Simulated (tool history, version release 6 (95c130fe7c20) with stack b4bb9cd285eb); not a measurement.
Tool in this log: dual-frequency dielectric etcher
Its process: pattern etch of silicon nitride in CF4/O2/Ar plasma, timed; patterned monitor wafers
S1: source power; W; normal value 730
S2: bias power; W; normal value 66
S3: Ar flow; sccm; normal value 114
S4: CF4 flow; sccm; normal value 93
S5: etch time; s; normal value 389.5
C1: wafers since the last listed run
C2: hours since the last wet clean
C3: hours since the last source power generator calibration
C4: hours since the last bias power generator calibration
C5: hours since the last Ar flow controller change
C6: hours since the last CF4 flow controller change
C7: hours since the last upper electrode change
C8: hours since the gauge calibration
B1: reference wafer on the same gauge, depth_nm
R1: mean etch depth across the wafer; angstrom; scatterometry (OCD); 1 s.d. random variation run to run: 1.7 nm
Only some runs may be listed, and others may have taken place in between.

Run 1, hour 0: usual settings but S1 830 W; C1 0; C2 285.8; C3 3636.8; C4 5294.1; C5 4122.3; C6 2904.8; C7 2664; C8 274.9; B1 1029.9. Result: R1 12508 angstrom.
Run 2, hour 8.6: usual settings but S1 830 W; C1 33; C2 294.4; C3 3645.4; C4 5302.7; C5 4130.9; C6 2913.4; C7 2672.6; C8 283.5; B1 1029.7. Result: R1 12487 angstrom.
Run 3, hour 21.1: usual settings but S1 840 W; C1 48; C2 306.9; C3 3657.9; C4 5315.2; C5 4143.4; C6 2925.9; C7 2685.1; C8 296; B1 1028.9. Result: R1 12608 angstrom.
Run 4, hour 29.6: usual settings but S1 840 W; C1 32; C2 315.4; C3 3666.4; C4 5323.7; C5 4151.9; C6 2934.4; C7 2693.6; C8 304.5; B1 1029.9. Result: R1 12599 angstrom.
At hour 64.6: upper electrode replaced.
Run 5, hour 65.1: usual settings but S1 630 W, S2 54 W; C1 44; C2 350.9; C3 3701.9; C4 5359.2; C5 4187.4; C6 2969.9; C7 0.5; C8 340; B1 1030.4. Result: R1 10036 angstrom.
Run 6, hour 65.5: usual settings but S5 339 s; C1 1; C2 351.3; C3 3702.3; C4 5359.6; C5 4187.8; C6 2970.3; C7 0.9; C8 340.4; B1 1029.9. Result: R1 10178 angstrom.
Run 7, hour 77.1: usual settings but S2 57 W, S4 113 sccm; C1 44; C2 362.9; C3 3713.9; C4 5371.2; C5 4199.4; C6 2981.9; C7 12.5; C8 352; B1 1030.4. Result: R1 11180 angstrom.
Run 8, hour 88.8: usual settings; C1 45; C2 374.6; C3 3725.6; C4 5382.9; C5 4211.1; C6 2993.6; C7 24.2; C8 363.7; B1 1030. Result: R1 11730 angstrom.
Run 9, hour 99.5: usual settings; C1 41; C2 385.3; C3 3736.3; C4 5393.6; C5 4221.8; C6 3004.3; C7 34.9; C8 374.4; B1 1029.8. Result: R1 11718 angstrom.
At hour 107.9: gauge calibrated.
Run 10, hour 111: usual settings; C1 44; C2 396.8; C3 3747.8; C4 5405.1; C5 4233.3; C6 3015.8; C7 46.4; C8 3.1; B1 1029.3. Result: R1 11694 angstrom.
Run 11, hour 125.4: usual settings; C1 55; C2 411.2; C3 3762.2; C4 5419.5; C5 4247.7; C6 3030.2; C7 60.8; C8 17.5; B1 1029.5. Result: R1 11755 angstrom.
At hour 133.5: bias power generator calibrated.
At hour 148: source power generator calibrated.
At hour 169.7: wet clean of the chamber.
Run 12, hour 170.2: usual settings but S1 570 W, S2 77 W, S4 108 sccm, S5 446 s; C1 58; C2 0.5; C3 22.2; C4 36.7; C5 4292.5; C6 3075; C7 105.6; C8 62.3; B1 1030.1. Result: R1 12506 angstrom.
At hour 178: Ar flow controller replaced.
At hour 183.1: CF4 flow controller replaced.
Run 13, hour 183.6: usual settings but S2 75 W, S3 123 sccm; C1 8; C2 13.9; C3 35.6; C4 50.1; C5 5.6; C6 0.5; C7 119; C8 75.7; B1 1029.2. Result: R1 12037 angstrom.
Run 14, hour 188.1: usual settings but S2 77 W, S4 86 sccm; C1 17; C2 18.4; C3 40.1; C4 54.6; C5 10.1; C6 5; C7 123.5; C8 80.2; B1 1030.1. Result: R1 12149 angstrom.
Run 15, hour 199.9: usual settings but S2 72 W; C1 45; C2 30.2; C3 51.9; C4 66.4; C5 21.9; C6 16.8; C7 135.3; C8 92; B1 1029.7. Result: R1 11925 angstrom.
Run 16, hour 214.8: usual settings; C1 57; C2 45.1; C3 66.8; C4 81.3; C5 36.8; C6 31.7; C7 150.2; C8 106.9; B1 1029.3. Result: R1 11512 angstrom.
Run 17, hour 224.2: usual settings but S1 630 W, S2 82 W; C1 36; C2 54.5; C3 76.2; C4 90.7; C5 46.2; C6 41.1; C7 159.6; C8 116.3; B1 1030.1. Result: R1 11651 angstrom.
Run 18, hour 234: usual settings but S3 137 sccm, S4 103 sccm, S5 452 s; C1 37; C2 64.3; C3 86; C4 100.5; C5 56; C6 50.9; C7 169.4; C8 126.1; B1 1029.4. Result: R1 13277 angstrom.
Run 19, hour 268.7: usual settings but S1 840 W, S4 80 sccm; C1 133; C2 99; C3 120.7; C4 135.2; C5 90.7; C6 85.6; C7 204.1; C8 160.8; B1 1029.9. Result: R1 12316 angstrom.
Run 20, hour 277.9: usual settings but S1 640 W, S3 125 sccm, S4 83 sccm, S5 446 s; C1 35; C2 108.2; C3 129.9; C4 144.4; C5 99.9; C6 94.8; C7 213.3; C8 170; B1 1030.4. Result: R1 12165 angstrom.

Forecast each of these 5 alternatives for the next run:
Run A, hour 278.4: usual settings but S3 131 sccm; C1 1; C2 108.7; C3 130.4; C4 144.9; C5 100.4; C6 95.3; C7 213.8; C8 170.5; B1 ?. Result: R1 ?.
Run B, hour 278.4: usual settings but S1 890 W; C1 1; C2 108.7; C3 130.4; C4 144.9; C5 100.4; C6 95.3; C7 213.8; C8 170.5; B1 ?. Result: R1 ?.
Run C, hour 278.4: usual settings but S1 590 W, S5 308.5 s; C1 1; C2 108.7; C3 130.4; C4 144.9; C5 100.4; C6 95.3; C7 213.8; C8 170.5; B1 ?. Result: R1 ?.
Run D, hour 278.4: usual settings but S2 58 W; C1 1; C2 108.7; C3 130.4; C4 144.9; C5 100.4; C6 95.3; C7 213.8; C8 170.5; B1 ?. Result: R1 ?.
Run E, hour 278.4: usual settings but S4 80 sccm, S5 288 s; C1 1; C2 108.7; C3 130.4; C4 144.9; C5 100.4; C6 95.3; C7 213.8; C8 170.5; B1 ?. Result: R1 ?.

run    B1     R1
  A  1030  11433
  B  1030  12901
  C  1030   8226
  D  1030  11005
  E  1030   8469
With no hidden state in the tool, these same runs would have given:
run     R1
  A  11408
  B  12872
  C   8207
  D  10980
  E   8450

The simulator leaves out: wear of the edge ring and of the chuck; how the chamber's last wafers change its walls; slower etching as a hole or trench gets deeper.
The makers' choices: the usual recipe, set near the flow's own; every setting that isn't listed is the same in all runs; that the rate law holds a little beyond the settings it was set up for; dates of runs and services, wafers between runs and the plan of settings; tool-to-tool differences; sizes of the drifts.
